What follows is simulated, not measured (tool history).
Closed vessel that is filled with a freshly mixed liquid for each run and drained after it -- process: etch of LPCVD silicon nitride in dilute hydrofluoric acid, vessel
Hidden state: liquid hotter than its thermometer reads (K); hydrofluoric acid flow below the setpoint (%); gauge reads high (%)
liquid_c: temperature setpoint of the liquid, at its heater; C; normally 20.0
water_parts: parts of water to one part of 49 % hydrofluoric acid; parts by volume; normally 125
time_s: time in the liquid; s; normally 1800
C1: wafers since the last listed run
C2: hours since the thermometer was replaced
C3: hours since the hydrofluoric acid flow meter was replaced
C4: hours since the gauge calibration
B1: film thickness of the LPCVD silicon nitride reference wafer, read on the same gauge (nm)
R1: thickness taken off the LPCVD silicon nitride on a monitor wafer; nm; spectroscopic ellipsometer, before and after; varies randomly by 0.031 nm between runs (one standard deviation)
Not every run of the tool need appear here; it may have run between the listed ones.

{"run": 1, "hour": 0.0, "liquid_c": 20.0, "water_parts": 125, "time_s": 1800, "C1": 0, "C2": 866.6, "C3": 1262.0, "C4": 158.6, "B1": 79.98, "R1": 5.65}
{"run": 2, "hour": 19.6, "liquid_c": 20.0, "water_parts": 125, "time_s": 1800, "C1": 846, "C2": 886.2, "C3": 1281.6, "C4": 178.2, "B1": 80.0, "R1": 5.58}
{"run": 3, "hour": 41.8, "liquid_c": 20.0, "water_parts": 125, "time_s": 1800, "C1": 958, "C2": 908.4, "C3": 1303.8, "C4": 200.4, "B1": 80.01, "R1": 5.62}
{"run": 4, "hour": 57.0, "liquid_c": 20.0, "water_parts": 125, "time_s": 1800, "C1": 656, "C2": 923.6, "C3": 1319.0, "C4": 215.6, "B1": 79.98, "R1": 5.62}
{"run": 5, "hour": 78.1, "liquid_c": 20.0, "water_parts": 125, "time_s": 1800, "C1": 911, "C2": 944.7, "C3": 1340.1, "C4": 236.7, "B1": 79.98, "R1": 5.58}
{"run": 6, "hour": 97.3, "liquid_c": 20.0, "water_parts": 125, "time_s": 1800, "C1": 829, "C2": 963.9, "C3": 1359.3, "C4": 255.9, "B1": 79.96, "R1": 5.59}
{"run": 7, "hour": 124.1, "liquid_c": 20.0, "water_parts": 125, "time_s": 1800, "C1": 1157, "C2": 990.7, "C3": 1386.1, "C4": 282.7, "B1": 79.99, "R1": 5.56}
{"run": 8, "hour": 139.5, "liquid_c": 20.0, "water_parts": 125, "time_s": 1800, "C1": 665, "C2": 1006.1, "C3": 1401.5, "C4": 298.1, "B1": 80.0, "R1": 5.57}
{"run": 9, "hour": 156.8, "liquid_c": 20.0, "water_parts": 125, "time_s": 1800, "C1": 747, "C2": 1023.4, "C3": 1418.8, "C4": 315.4, "B1": 80.01, "R1": 5.56}
{"run": 10, "hour": 171.8, "liquid_c": 20.0, "water_parts": 125, "time_s": 1800, "C1": 647, "C2": 1038.4, "C3": 1433.8, "C4": 330.4, "B1": 80.01, "R1": 5.51}
{"hour": 176.7, "done": "hydrofluoric acid flow meter replaced"}
{"run": 11, "hour": 201.5, "liquid_c": 20.0, "water_parts": 110, "time_s": 2460, "C1": 1239, "C2": 1068.1, "C3": 24.8, "C4": 360.1, "B1": 79.98, "R1": 9.65}
{"run": 12, "hour": 226.3, "liquid_c": 20.0, "water_parts": 125, "time_s": 745, "C1": 1071, "C2": 1092.9, "C3": 49.6, "C4": 384.9, "B1": 79.97, "R1": 2.56}
{"hour": 252.2, "done": "gauge calibrated"}
{"run": 13, "hour": 259.2, "liquid_c": 17.0, "water_parts": 95, "time_s": 1245, "C1": 1421, "C2": 1125.8, "C3": 82.5, "C4": 7.0, "B1": 80.03, "R1": 4.58}
{"run": 14, "hour": 285.8, "liquid_c": 20.0, "water_parts": 125, "time_s": 1800, "C1": 1149, "C2": 1152.4, "C3": 109.1, "C4": 33.6, "B1": 80.04, "R1": 6.23}
{"run": 15, "hour": 320.3, "liquid_c": 20.0, "water_parts": 125, "time_s": 1800, "C1": 1490, "C2": 1186.9, "C3": 143.6, "C4": 68.1, "B1": 80.03, "R1": 6.2}
{"run": 16, "hour": 335.1, "liquid_c": 22.5, "water_parts": 80, "time_s": 2700, "C1": 639, "C2": 1201.7, "C3": 158.4, "C4": 82.9, "B1": 80.0, "R1": 16.85}
{"run": 17, "hour": 360.2, "liquid_c": 20.0, "water_parts": 125, "time_s": 1800, "C1": 1084, "C2": 1226.8, "C3": 183.5, "C4": 108.0, "B1": 80.02, "R1": 6.18}
{"run": 18, "hour": 384.4, "liquid_c": 20.0, "water_parts": 125, "time_s": 995, "C1": 1045, "C2": 1251.0, "C3": 207.7, "C4": 132.2, "B1": 79.99, "R1": 3.38}
{"hour": 406.4, "done": "thermometer replaced"}
{"run": 19, "hour": 416.6, "liquid_c": 20.0, "water_parts": 175, "time_s": 2780, "C1": 1347, "C2": 10.2, "C3": 239.9, "C4": 164.4, "B1": 79.99, "R1": 6.86}
{"run": 20, "hour": 438.7, "liquid_c": 17.0, "water_parts": 125, "time_s": 1435, "C1": 954, "C2": 32.3, "C3": 262.0, "C4": 186.5, "B1": 80.01, "R1": 4.0}
{"run": 21, "hour": 457.3, "liquid_c": 20.0, "water_parts": 105, "time_s": 1800, "C1": 803, "C2": 50.9, "C3": 280.6, "C4": 205.1, "B1": 80.0, "R1": 7.18}
{"run": 22, "hour": 531.5, "liquid_c": 23.5, "water_parts": 125, "time_s": 1800, "C1": 3205, "C2": 125.1, "C3": 354.8, "C4": 279.3, "B1": 79.99, "R1": 7.72}

Here are 3 independent what-if runs from the current tool condition. What would each one return?
{"run": "A", "hour": 532.6, "liquid_c": 20.0, "water_parts": 125, "time_s": 1800, "C1": 47, "C2": 126.2, "C3": 355.9, "C4": 280.4, "B1": "?", "R1": "?"}
{"run": "B", "hour": 532.6, "liquid_c": 18.5, "water_parts": 110, "time_s": 2515, "C1": 47, "C2": 126.2, "C3": 355.9, "C4": 280.4, "B1": "?", "R1": "?"}
{"run": "C", "hour": 532.6, "liquid_c": 23.5, "water_parts": 170, "time_s": 1800, "C1": 47, "C2": 126.2, "C3": 355.9, "C4": 280.4, "B1": "?", "R1": "?"}

run=A B1=80.00 R1=6.07
run=B B1=80.00 R1=8.68
run=C B1=80.00 R1=5.65
What these runs would have given with no unlogged condition in the tool:
run=A R1=6.25
run=B R1=8.93
run=C R1=5.82
